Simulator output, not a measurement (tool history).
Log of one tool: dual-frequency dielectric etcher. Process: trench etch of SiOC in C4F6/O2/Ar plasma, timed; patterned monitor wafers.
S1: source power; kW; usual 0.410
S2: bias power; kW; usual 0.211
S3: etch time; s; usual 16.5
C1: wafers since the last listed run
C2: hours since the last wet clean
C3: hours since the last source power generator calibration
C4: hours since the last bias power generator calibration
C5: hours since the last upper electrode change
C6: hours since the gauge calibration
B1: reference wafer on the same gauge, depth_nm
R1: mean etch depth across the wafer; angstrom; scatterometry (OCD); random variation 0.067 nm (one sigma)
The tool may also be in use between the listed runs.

run   hour     S1     S2    S3   C1     C2      C3      C4      C5     C6     B1     R1
  1    0.0  0.410  0.211  17.5    0  238.7  4405.8  3028.6  4456.8   52.7  36.82  337.7
  2   17.3  0.410  0.211  17.5  351  256.0  4423.1  3045.9  4474.1   70.0  36.79  338.1
  3   24.5  0.490  0.183  16.5  146  263.2  4430.3  3053.1  4481.3   77.2  36.79  320.4
  4   33.4  0.490  0.183  16.5  181  272.1  4439.2  3062.0  4490.2   86.1  36.79  320.0
  5   46.7  0.410  0.211  16.5  270  285.4  4452.5  3075.3  4503.5   99.4  36.82  318.1
  6   56.2  0.410  0.211  16.5  193  294.9  4462.0  3084.8  4513.0  108.9  36.81  318.3
  7   62.5  0.410  0.211  16.5  128  301.2  4468.3  3091.1  4519.3  115.2  36.80  318.9
  8   97.3  0.410  0.211  16.5  707  336.0  4503.1  3125.9  4554.1  150.0  36.81  318.2
     123.3  -- upper electrode replaced
     142.6  -- wet clean of the chamber
  9  143.1  0.480  0.211  14.0   49    0.5  4548.9  3171.7    19.8  195.8  36.81  280.2
 10  143.5  0.480  0.211  14.0    8    0.9  4549.3  3172.1    20.2  196.2  36.79  280.5
 11  143.8  0.410  0.211  15.0    6    1.2  4549.6  3172.4    20.5  196.5  36.78  290.5
 12  148.5  0.410  0.211  15.0   95    5.9  4554.3  3177.1    25.2  201.2  36.79  289.1
 13  163.0  0.410  0.211  16.5  294   20.4  4568.8  3191.6    39.7  215.7  36.81  319.0
 14  172.5  0.410  0.211  16.5  193   29.9  4578.3  3201.1    49.2  225.2  36.78  318.4
 15  182.2  0.410  0.211  15.0  197   39.6  4588.0  3210.8    58.9  234.9  36.81  289.9
 16  193.7  0.450  0.211  16.5  233   51.1  4599.5  3222.3    70.4  246.4  36.80  325.0
     204.0  -- bias power generator calibrated
     211.2  -- source power generator calibrated
 17  211.7  0.490  0.244  18.0  203   69.1     0.5     7.7    88.4  264.4  36.84  378.2
     219.1  -- gauge calibrated
 18  226.5  0.410  0.211  16.5  301   83.9    15.3    22.5   103.2    7.4  36.79  318.8
 19  234.6  0.410  0.248  16.5  164   92.0    23.4    30.6   111.3   15.5  36.81  333.3
 20  245.3  0.330  0.230  21.0  217  102.7    34.1    41.3   122.0   26.2  36.83  396.6
 21  259.9  0.410  0.184  14.0  297  117.3    48.7    55.9   136.6   40.8  36.81  260.7
 22  271.3  0.500  0.243  12.5  231  128.7    60.1    67.3   148.0   52.2  36.83  262.0
 23  279.3  0.410  0.211  19.0  162  136.7    68.1    75.3   156.0   60.2  36.82  366.3
 24  295.1  0.410  0.211  16.5  321  152.5    83.9    91.1   171.8   76.0  36.83  318.6
 25  328.4  0.410  0.159  16.5  677  185.8   117.2   124.4   205.1  109.3  36.81  297.6
 26  336.0  0.410  0.241  13.0  154  193.4   124.8   132.0   212.7  116.9  36.83  259.7

How the hidden state differs across the entries between the runs, from the last listed run before each to the first after it:
Between runs 8 and 9: upper electrode replaced (hour 123.3); wet clean of the chamber (hour 142.6)
  no hidden state differs between the two runs
Between runs 16 and 17: bias power generator calibrated (hour 204.0); source power generator calibrated (hour 211.2)
  no hidden state differs between the two runs
Between runs 17 and 18: gauge calibrated (hour 219.1)
  no hidden state differs between the two runs
